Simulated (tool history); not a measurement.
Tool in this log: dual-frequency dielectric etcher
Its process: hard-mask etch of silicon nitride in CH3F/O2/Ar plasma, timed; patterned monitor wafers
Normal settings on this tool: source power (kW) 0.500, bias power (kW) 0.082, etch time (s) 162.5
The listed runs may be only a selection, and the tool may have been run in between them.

run,hour,source power (kW),bias power (kW),etch time (s),wafers since the last listed run,hours since the last wet clean,hours since the last source power generator calibration,hours since the last bias power generator calibration,hours since the last upper electrode change,hours since the gauge calibration,"read-back reference wafer on the same gauge, depth_nm",mean etch depth across the wafer (angstrom)
1,0.0,0.500,0.082,127.0,0,125.8,1408.7,1686.2,2892.3,454.2,134.9,941
2,30.9,0.500,0.082,127.0,161,156.7,1439.6,1717.1,2923.2,485.1,134.9,937
3,51.5,0.450,0.095,162.5,107,177.3,1460.2,1737.7,2943.8,505.7,135.1,1236
4,77.5,0.440,0.082,162.5,135,203.3,1486.2,1763.7,2969.8,531.7,135.1,1165
5,107.1,0.440,0.082,162.5,154,232.9,1515.8,1793.3,2999.4,561.3,134.9,1166
6,142.0,0.560,0.092,162.5,182,267.8,1550.7,1828.2,3034.3,596.2,135.1,1283
7,170.9,0.500,0.082,162.5,150,296.7,1579.6,1857.1,3063.2,625.1,135.0,1196
# hour 198.2: bias power generator calibrated
# hour 212.0: wet clean of the chamber
8,212.5,0.500,0.082,162.5,124,0.5,1621.2,14.3,3104.8,666.7,134.9,1220
# hour 228.6: gauge calibrated
9,238.3,0.400,0.095,149.5,134,26.3,1647.0,40.1,3130.6,9.7,134.9,1125
10,255.2,0.500,0.082,127.0,88,43.2,1663.9,57.0,3147.5,26.6,134.9,955
11,270.4,0.540,0.076,190.0,79,58.4,1679.1,72.2,3162.7,41.8,135.0,1422
12,298.1,0.400,0.092,192.0,144,86.1,1706.8,99.9,3190.4,69.5,135.0,1429
13,312.3,0.410,0.101,136.0,74,100.3,1721.0,114.1,3204.6,83.7,134.8,1054
14,338.2,0.500,0.071,162.5,135,126.2,1746.9,140.0,3230.5,109.6,135.1,1168
15,361.7,0.500,0.082,162.5,122,149.7,1770.4,163.5,3254.0,133.1,135.0,1222
16,392.8,0.500,0.101,162.5,162,180.8,1801.5,194.6,3285.1,164.2,135.0,1321
17,412.2,0.500,0.082,162.5,101,200.2,1820.9,214.0,3304.5,183.6,134.9,1227
# hour 449.1: upper electrode replaced
18,449.6,0.450,0.095,162.5,69,237.6,1858.3,251.4,0.5,221.0,135.0,1258
19,462.5,0.500,0.082,162.5,67,250.5,1871.2,264.3,13.4,233.9,135.0,1223
# hour 478.2: source power generator calibrated
20,498.1,0.500,0.082,162.5,164,286.1,19.9,299.9,49.0,269.5,134.9,1237
# hour 529.4: wet clean of the chamber
21,529.9,0.620,0.101,143.5,40,0.5,51.7,331.7,80.8,301.3,135.0,1240
22,552.4,0.540,0.067,162.5,117,23.0,74.2,354.2,103.3,323.8,135.1,1174
23,570.9,0.500,0.065,162.5,96,41.5,92.7,372.7,121.8,342.3,134.9,1146
24,605.9,0.500,0.068,162.5,182,76.5,127.7,407.7,156.8,377.3,135.2,1161
25,623.8,0.500,0.090,189.0,93,94.4,145.6,425.6,174.7,395.2,135.0,1484
26,637.4,0.500,0.064,121.0,70,108.0,159.2,439.2,188.3,408.8,134.9,848
27,666.1,0.500,0.082,162.5,149,136.7,187.9,467.9,217.0,437.5,135.0,1236
28,688.9,0.500,0.082,162.5,119,159.5,210.7,490.7,239.8,460.3,135.0,1234
29,716.8,0.550,0.071,162.5,145,187.4,238.6,518.6,267.7,488.2,134.9,1206

Below are 5 alternative next runs, each starting from the tool's condition after run 29. Predict each:
A,717.3,0.580,0.082,162.5,2,187.9,239.1,519.1,268.2,488.7,?,?
B,717.3,0.460,0.076,118.0,2,187.9,239.1,519.1,268.2,488.7,?,?
C,717.3,0.570,0.098,134.5,2,187.9,239.1,519.1,268.2,488.7,?,?
D,717.3,0.450,0.082,162.5,2,187.9,239.1,519.1,268.2,488.7,?,?
E,717.3,0.550,0.070,162.5,2,187.9,239.1,519.1,268.2,488.7,?,?

run,"read-back reference wafer on the same gauge, depth_nm",mean etch depth across the wafer (angstrom)
A,134.9,1275
B,134.9,852
C,134.9,1118
D,134.9,1198
E,134.9,1193
What these runs would have given with no unlogged condition in the tool:
run,mean etch depth across the wafer (angstrom)
A,1282
B,856
C,1124
D,1204
E,1199
